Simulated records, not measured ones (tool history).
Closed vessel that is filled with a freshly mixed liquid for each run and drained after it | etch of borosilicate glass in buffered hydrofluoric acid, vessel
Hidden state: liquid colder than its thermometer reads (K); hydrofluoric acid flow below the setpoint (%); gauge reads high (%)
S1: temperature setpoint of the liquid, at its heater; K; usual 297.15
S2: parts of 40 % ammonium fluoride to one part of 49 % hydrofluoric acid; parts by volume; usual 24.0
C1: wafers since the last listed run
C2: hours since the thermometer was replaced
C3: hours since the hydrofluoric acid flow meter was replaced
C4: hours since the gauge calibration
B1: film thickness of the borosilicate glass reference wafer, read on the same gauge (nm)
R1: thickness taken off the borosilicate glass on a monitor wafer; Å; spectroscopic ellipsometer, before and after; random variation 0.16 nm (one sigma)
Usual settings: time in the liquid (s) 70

Run 1, hour 0.0: usual settings but S1 300.65 K, S2 17.0 parts by volume; C1 0; C2 707.3; C3 1458.3; C4 161.4; B1 80.02. Result: R1 638.3 Å.
Run 2, hour 49.9: usual settings but S1 300.65 K, S2 17.0 parts by volume; C1 5505; C2 757.2; C3 1508.2; C4 211.3; B1 79.99. Result: R1 635.3 Å.
Run 3, hour 125.3: usual settings but S1 300.65 K, S2 17.0 parts by volume; C1 8319; C2 832.6; C3 1583.6; C4 286.7; B1 79.99. Result: R1 635.2 Å.
Run 4, hour 178.8: usual settings; C1 5903; C2 886.1; C3 1637.1; C4 340.2; B1 80.00. Result: R1 397.0 Å.
Run 5, hour 265.2: usual settings; C1 9533; C2 972.5; C3 1723.5; C4 426.6; B1 80.01. Result: R1 395.2 Å.
Run 6, hour 336.7: usual settings; C1 7889; C2 1044.0; C3 1795.0; C4 498.1; B1 79.98. Result: R1 393.7 Å.
Run 7, hour 404.2: usual settings but S1 293.15 K; C1 7447; C2 1111.5; C3 1862.5; C4 565.6; B1 79.99. Result: R1 314.2 Å.
Run 8, hour 455.9: usual settings but S1 293.15 K; C1 5704; C2 1163.2; C3 1914.2; C4 617.3; B1 79.97. Result: R1 315.3 Å.
Run 9, hour 534.1: usual settings but S1 293.15 K; C1 8628; C2 1241.4; C3 1992.4; C4 695.5; B1 79.97. Result: R1 313.9 Å.
At hour 560.9: hydrofluoric acid flow meter replaced.
Run 10, hour 570.1: usual settings but S2 30.0 parts by volume, time in the liquid (s) 100; C1 3861; C2 1277.4; C3 9.2; C4 731.5; B1 80.00. Result: R1 478.4 Å.
Run 11, hour 669.2: usual settings; C1 10934; C2 1376.5; C3 108.3; C4 830.6; B1 79.99. Result: R1 385.9 Å.
Run 12, hour 745.4: usual settings; C1 8407; C2 1452.7; C3 184.5; C4 906.8; B1 79.98. Result: R1 391.0 Å.
At hour 771.7: thermometer replaced.
At hour 835.8: gauge calibrated.
Run 13, hour 1037.0: usual settings but S2 27.0 parts by volume; C1 32064; C2 265.3; C3 476.1; C4 201.2; B1 80.01. Result: R1 368.2 Å.
Run 14, hour 1124.6: usual settings but S2 14.5 parts by volume; C1 9665; C2 352.9; C3 563.7; C4 288.8; B1 80.03. Result: R1 619.6 Å.
Run 15, hour 1199.8: usual settings but S1 302.15 K, S2 30.0 parts by volume, time in the liquid (s) 105; C1 8297; C2 428.1; C3 638.9; C4 364.0; B1 80.01. Result: R1 670.8 Å.
Run 16, hour 1278.2: usual settings but S1 292.15 K, S2 19.0 parts by volume, time in the liquid (s) 45; C1 8650; C2 506.5; C3 717.3; C4 442.4; B1 80.04. Result: R1 230.8 Å.
Run 17, hour 1321.6: usual settings but time in the liquid (s) 55; C1 4788; C2 549.9; C3 760.7; C4 485.8; B1 80.03. Result: R1 311.5 Å.
Run 18, hour 1377.8: usual settings but S1 292.65 K, S2 30.0 parts by volume, time in the liquid (s) 100; C1 6201; C2 606.1; C3 816.9; C4 542.0; B1 79.98. Result: R1 378.0 Å.

Forecast each of these 4 alternatives for the next run:
Run A, hour 1378.5: usual settings but time in the liquid (s) 40; C1 77; C2 606.8; C3 817.6; C4 542.7; B1 ?. Result: R1 ?.
Run B, hour 1378.5: usual settings but S1 298.65 K; C1 77; C2 606.8; C3 817.6; C4 542.7; B1 ?. Result: R1 ?.
Run C, hour 1378.5: usual settings but S2 21.5 parts by volume, time in the liquid (s) 105; C1 77; C2 606.8; C3 817.6; C4 542.7; B1 ?. Result: R1 ?.
Run D, hour 1378.5: usual settings but S1 292.65 K; C1 77; C2 606.8; C3 817.6; C4 542.7; B1 ?. Result: R1 ?.

run     B1     R1
  A  79.96  225.0
  B  79.96  426.8
  C  79.96  637.3
  D  79.96  307.6
Without the tool's hidden state the same runs would have given:
run     R1
  A  230.9
  B  437.9
  C  654.0
  D  315.9
